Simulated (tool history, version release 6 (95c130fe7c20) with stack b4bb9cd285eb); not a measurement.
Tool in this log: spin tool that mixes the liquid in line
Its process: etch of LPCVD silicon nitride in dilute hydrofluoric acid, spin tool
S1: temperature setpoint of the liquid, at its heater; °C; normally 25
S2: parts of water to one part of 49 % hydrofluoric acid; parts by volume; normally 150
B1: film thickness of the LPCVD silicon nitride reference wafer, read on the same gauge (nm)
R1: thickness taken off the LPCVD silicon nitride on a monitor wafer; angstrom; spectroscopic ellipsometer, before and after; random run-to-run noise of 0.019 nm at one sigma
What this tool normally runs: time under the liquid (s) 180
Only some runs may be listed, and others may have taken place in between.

{"run": 1, "hour": 0.0, "S1": 25, "S2": 150, "time under the liquid (s)": 180, "B1": 49.989, "R1": 6.88}
{"run": 2, "hour": 9.8, "S1": 25, "S2": 120, "time under the liquid (s)": 155, "B1": 50.005, "R1": 7.02}
{"run": 3, "hour": 25.5, "S1": 25, "S2": 150, "time under the liquid (s)": 180, "B1": 49.999, "R1": 6.44}
{"run": 4, "hour": 39.6, "S1": 25, "S2": 150, "time under the liquid (s)": 180, "B1": 50.01, "R1": 6.8}
{"run": 5, "hour": 46.5, "S1": 25, "S2": 150, "time under the liquid (s)": 180, "B1": 49.988, "R1": 6.95}
{"run": 6, "hour": 53.7, "S1": 25, "S2": 150, "time under the liquid (s)": 180, "B1": 49.974, "R1": 6.28}
{"run": 7, "hour": 82.3, "S1": 25, "S2": 150, "time under the liquid (s)": 180, "B1": 49.999, "R1": 6.8}
{"run": 8, "hour": 95.6, "S1": 25, "S2": 150, "time under the liquid (s)": 180, "B1": 50.024, "R1": 6.6}
{"run": 9, "hour": 104.6, "S1": 25, "S2": 150, "time under the liquid (s)": 180, "B1": 49.995, "R1": 6.27}
{"run": 10, "hour": 110.7, "S1": 25, "S2": 150, "time under the liquid (s)": 180, "B1": 50.018, "R1": 6.93}
{"run": 11, "hour": 125.8, "S1": 25, "S2": 150, "time under the liquid (s)": 180, "B1": 49.993, "R1": 6.42}
{"run": 12, "hour": 135.3, "S1": 25, "S2": 150, "time under the liquid (s)": 180, "B1": 50.036, "R1": 6.68}
{"run": 13, "hour": 149.0, "S1": 20, "S2": 115, "time under the liquid (s)": 270, "B1": 50.006, "R1": 9.05}
{"run": 14, "hour": 166.3, "S1": 23.5, "S2": 170, "time under the liquid (s)": 285, "B1": 49.975, "R1": 8.31}
{"run": 15, "hour": 181.5, "S1": 22, "S2": 220, "time under the liquid (s)": 260, "B1": 49.999, "R1": 5.54}
{"run": 16, "hour": 192.4, "S1": 25, "S2": 90, "time under the liquid (s)": 180, "B1": 49.998, "R1": 11.13}
{"run": 17, "hour": 200.0, "S1": 25, "S2": 150, "time under the liquid (s)": 180, "B1": 49.968, "R1": 6.31}
{"run": 18, "hour": 209.1, "S1": 21, "S2": 150, "time under the liquid (s)": 210, "B1": 50.008, "R1": 6.24}
{"run": 19, "hour": 226.7, "S1": 30, "S2": 225, "time under the liquid (s)": 230, "B1": 49.979, "R1": 7.87}
{"run": 20, "hour": 248.8, "S1": 25, "S2": 150, "time under the liquid (s)": 235, "B1": 49.978, "R1": 8.88}
{"run": 21, "hour": 256.5, "S1": 25, "S2": 150, "time under the liquid (s)": 80, "B1": 49.985, "R1": 2.9}
{"run": 22, "hour": 266.5, "S1": 25, "S2": 150, "time under the liquid (s)": 180, "B1": 49.988, "R1": 6.47}
{"run": 23, "hour": 279.3, "S1": 25, "S2": 150, "time under the liquid (s)": 180, "B1": 50.013, "R1": 6.72}
{"run": 24, "hour": 287.3, "S1": 20.5, "S2": 95, "time under the liquid (s)": 290, "B1": 49.994, "R1": 12.58}

Between the runs listed above, the log contained 3 entries, not reproduced here. Where in the sequence does each belong, and how does what the log doesn't record of the tool's condition differ from the listed run before to the listed run after?
After run 15, before run 16: thermometer replaced (hour 187.2)
  both runs share identical hidden conditions
After run 16, before run 17: gauge calibrated (hour 195.9)
  both runs share identical hidden conditions
After run 19, before run 20: hydrofluoric acid flow meter replaced (hour 228.4)
  both runs share identical hidden conditions
